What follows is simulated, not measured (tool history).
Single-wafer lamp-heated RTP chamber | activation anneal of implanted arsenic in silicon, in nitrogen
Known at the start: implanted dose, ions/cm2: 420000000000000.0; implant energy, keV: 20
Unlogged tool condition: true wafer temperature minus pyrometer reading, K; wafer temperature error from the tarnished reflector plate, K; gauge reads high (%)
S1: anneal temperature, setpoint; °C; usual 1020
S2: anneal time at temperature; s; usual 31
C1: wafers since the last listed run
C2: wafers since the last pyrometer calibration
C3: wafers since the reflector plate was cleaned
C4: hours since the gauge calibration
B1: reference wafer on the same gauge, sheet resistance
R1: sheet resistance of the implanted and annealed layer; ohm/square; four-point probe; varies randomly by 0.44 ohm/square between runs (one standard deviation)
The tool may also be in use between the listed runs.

| run | day | S1 | S2 | C1 | C2 | C3 | C4 | B1 | R1 |
|---|---|---|---|---|---|---|---|---|---|
| 1 | 0 | 1036 | 31 | 0 | 2034 | 4696 | 797.7 | 240.93 | 235.45 |
| 2 | 4.312 | 1036 | 31 | 1303 | 3338 | 6000 | 901.2 | 241.01 | 234.65 |
|  | 5.625 | reflector plate cleaned |
| 3 | 7.875 | 1036 | 31 | 976 | 4314 | 680 | 986.7 | 240.9 | 234.13 |
|  | 9.112 | pyrometer window cleaned and pyrometer calibrated |
| 4 | 11.042 | 1007 | 22 | 856 | 583 | 1536 | 1062.7 | 240.96 | 242.96 |
| 5 | 15.271 | 1007 | 22 | 1278 | 1861 | 2815 | 1164.2 | 241.01 | 242.71 |
| 6 | 16.996 | 1012 | 31 | 521 | 2383 | 3336 | 1205.6 | 240.87 | 239.57 |
| 7 | 20.546 | 1012 | 31 | 1073 | 3456 | 4409 | 1290.8 | 240.99 | 239.23 |
| 8 | 23.208 | 1020 | 31 | 804 | 4261 | 5214 | 1354.7 | 241.03 | 235.85 |
|  | 23.596 | pyrometer window cleaned and pyrometer calibrated |
|  | 24.412 | reflector plate cleaned |
| 9 | 26.542 | 1020 | 31 | 806 | 790 | 643 | 1434.7 | 240.97 | 238.08 |
| 10 | 30.829 | 1020 | 31 | 1296 | 2086 | 1940 | 1537.6 | 240.99 | 238.08 |
| 11 | 33.475 | 1020 | 20 | 799 | 2886 | 2739 | 1601.1 | 241 | 240.9 |
| 12 | 37.383 | 1020 | 20 | 1181 | 4067 | 3921 | 1694.9 | 241.05 | 239.66 |
|  | 38.358 | pyrometer window cleaned and pyrometer calibrated |
| 13 | 41.312 | 1020 | 31 | 1086 | 892 | 5008 | 1789.2 | 241.14 | 237.89 |
| 14 | 46.229 | 1020 | 31 | 1486 | 2379 | 6494 | 1907.2 | 241.04 | 238.06 |
|  | 47.038 | reflector plate cleaned |
| 15 | 47.933 | 1020 | 19 | 414 | 2793 | 270 | 1948.1 | 240.87 | 240.35 |
| 16 | 51.796 | 1031 | 24 | 1167 | 3961 | 1437 | 2040.8 | 241 | 237.16 |
|  | 53.408 | pyrometer window cleaned and pyrometer calibrated |
| 17 | 53.858 | 1020 | 37 | 522 | 136 | 1960 | 2090.3 | 241.04 | 237.58 |
|  | 55.212 | gauge calibrated |
| 18 | 56.746 | 1020 | 31 | 872 | 1009 | 2833 | 36.8 | 240.93 | 237.85 |
| 19 | 61.138 | 1020 | 49 | 1327 | 2336 | 4160 | 142.2 | 241 | 234.35 |
| 20 | 64.667 | 991 | 23 | 1066 | 3403 | 5227 | 226.9 | 241.08 | 243.42 |
| 21 | 68.888 | 1005 | 20 | 1275 | 4679 | 6503 | 328.2 | 240.88 | 242.47 |
| 22 | 71.346 | 1020 | 41 | 743 | 5422 | 7246 | 387.2 | 241.07 | 233.33 |
|  | 71.85 | reflector plate cleaned |
|  | 72.379 | pyrometer window cleaned and pyrometer calibrated |
| 23 | 77.808 | 1020 | 31 | 1751 | 1640 | 1699 | 542.3 | 240.93 | 237.2 |
| 24 | 81.217 | 1020 | 31 | 1030 | 2671 | 2730 | 624.1 | 240.91 | 237.99 |

Below are 5 alternative next runs, each starting from the tool's condition after run 24. Predict each:
| A | 81.233 | 1020 | 23 | 5 | 2676 | 2735 | 624.5 | ? | ? |
| B | 81.233 | 1035 | 17 | 5 | 2676 | 2735 | 624.5 | ? | ? |
| C | 81.233 | 991 | 45 | 5 | 2676 | 2735 | 624.5 | ? | ? |
| D | 81.233 | 991 | 46 | 5 | 2676 | 2735 | 624.5 | ? | ? |
| E | 81.233 | 999 | 14 | 5 | 2676 | 2735 | 624.5 | ? | ? |

| run | B1 | R1 |
|---|---|---|
| A | 241.04 | 239.87 |
| B | 241.04 | 239.54 |
| C | 241.04 | 239.88 |
| D | 241.04 | 239.74 |
| E | 241.04 | 245.14 |
What these runs would have given with no unlogged condition in the tool:
| run | R1 |
|---|---|
| A | 240.65 |
| B | 240.36 |
| C | 240.63 |
| D | 240.5 |
| E | 245.58 |
